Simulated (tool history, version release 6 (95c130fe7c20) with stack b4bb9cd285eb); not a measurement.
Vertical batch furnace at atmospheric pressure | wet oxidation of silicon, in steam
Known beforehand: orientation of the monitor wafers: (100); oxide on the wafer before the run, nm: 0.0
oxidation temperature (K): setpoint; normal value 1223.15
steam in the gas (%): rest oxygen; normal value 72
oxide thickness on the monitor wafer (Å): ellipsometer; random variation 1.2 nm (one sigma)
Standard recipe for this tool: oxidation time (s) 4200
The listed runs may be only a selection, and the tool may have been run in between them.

run	hour	oxidation temperature (K)	oxidation time (s)	steam in the gas (%)	wafers since the last listed run	hours since the last temperature calibration	hours since the steam generator was serviced	hours since the gauge calibration	read-back reference wafer on the same gauge, thickness	oxide thickness on the monitor wafer (Å)
1	0.0	1223.15	4200	72	0	2815.1	862.9	2196.5	205.02	2210.0
2	47.2	1223.15	4200	72	691	2862.3	910.1	2243.7	205.09	2198.8
3	133.3	1223.15	4200	72	1261	2948.4	996.2	2329.8	204.97	2212.8
4	434.4	1223.15	4200	69	4411	3249.5	1297.3	2630.9	205.04	2130.1
5	492.4	1223.15	4200	69	849	3307.5	1355.3	2688.9	204.99	2107.5
6	574.6	1223.15	4200	72	1204	3389.7	1437.5	2771.1	205.03	2192.6
7	649.8	1223.15	4200	72	1101	3464.9	1512.7	2846.3	204.88	2190.6
8	755.3	1223.15	5730	72	1545	3570.4	1618.2	2951.8	204.97	2801.4
9	835.5	1223.15	4200	72	1174	3650.6	1698.4	3032.0	204.98	2191.8
10	875.3	1223.15	5790	72	583	3690.4	1738.2	3071.8	205.01	2849.2
# hour 885.2: gauge calibrated
11	963.5	1223.15	2580	72	1292	3778.6	1826.4	78.3	204.77	1466.6
12	1015.8	1223.15	4200	72	766	3830.9	1878.7	130.6	205.22	2185.7
13	1111.7	1223.15	4200	72	1404	3926.8	1974.6	226.5	204.91	2198.6
14	1177.8	1223.15	4200	72	968	3992.9	2040.7	292.6	205.11	2169.2
15	1272.9	1223.15	4200	72	1393	4088.0	2135.8	387.7	205.05	2196.7
# hour 1348.6: thermocouples replaced and temperature profile calibrated
16	1349.1	1223.15	4200	72	764	0.5	2212.0	463.9	205.08	2171.4
# hour 1388.4: steam generator serviced
17	1388.9	1223.15	4200	72	231	40.3	0.5	503.7	205.03	2236.3
18	1452.8	1231.15	4200	61	936	104.2	64.4	567.6	205.11	2146.1
19	1543.2	1216.15	5880	79	1324	194.6	154.8	658.0	204.85	2955.5
20	1581.4	1223.15	4200	72	559	232.8	193.0	696.2	205.06	2235.2
21	1624.7	1237.15	2400	82	634	276.1	236.3	739.5	204.98	1830.2
22	1849.7	1223.15	4200	72	3296	501.1	461.3	964.5	204.91	2226.2
23	1926.5	1217.15	4200	78	1125	577.9	538.1	1041.3	204.99	2260.1
24	1991.7	1241.15	2940	83	955	643.1	603.3	1106.5	204.94	2226.4
25	2051.1	1223.15	4200	72	870	702.5	662.7	1165.9	205.03	2220.0
26	2110.3	1223.15	4200	72	867	761.7	721.9	1225.1	205.04	2213.5
27	2198.6	1223.15	4200	61	1293	850.0	810.2	1313.4	205.18	1931.8
28	2283.0	1244.15	2790	66	1236	934.4	894.6	1397.8	205.14	1835.0
29	2337.7	1223.15	2700	82	801	989.1	949.3	1452.5	204.94	1712.4
30	2441.0	1231.15	5430	83	1513	1092.4	1052.6	1555.8	205.00	3270.7
31	2500.5	1223.15	4200	72	871	1151.9	1112.1	1615.3	204.97	2219.8
32	2588.8	1223.15	4200	79	1293	1240.2	1200.4	1703.6	205.01	2384.3
33	2639.9	1223.15	4200	72	748	1291.3	1251.5	1754.7	204.89	2200.0
34	2690.2	1223.15	4200	79	736	1341.6	1301.8	1805.0	204.94	2359.4
35	2755.4	1223.15	4200	65	955	1406.8	1367.0	1870.2	204.95	2027.3

What if the next run were any one of these 5? Each begins from the tool's condition after run 35:
A	2761.1	1223.15	5400	72	83	1412.5	1372.7	1875.9	?	?
B	2761.1	1240.15	3120	72	83	1412.5	1372.7	1875.9	?	?
C	2761.1	1213.15	3240	69	83	1412.5	1372.7	1875.9	?	?
D	2761.1	1211.15	4950	62	83	1412.5	1372.7	1875.9	?	?
E	2761.1	1206.15	4200	68	83	1412.5	1372.7	1875.9	?	?

run	read-back reference wafer on the same gauge, thickness	oxide thickness on the monitor wafer (Å)
A	205.11	2693.9
B	205.11	2065.3
C	205.11	1542.2
D	205.11	1972.7
E	205.11	1761.8
What these runs would have given with no unlogged condition in the tool:
run	oxide thickness on the monitor wafer (Å)
A	2768.3
B	2123.4
C	1588.8
D	2030.6
E	1814.6
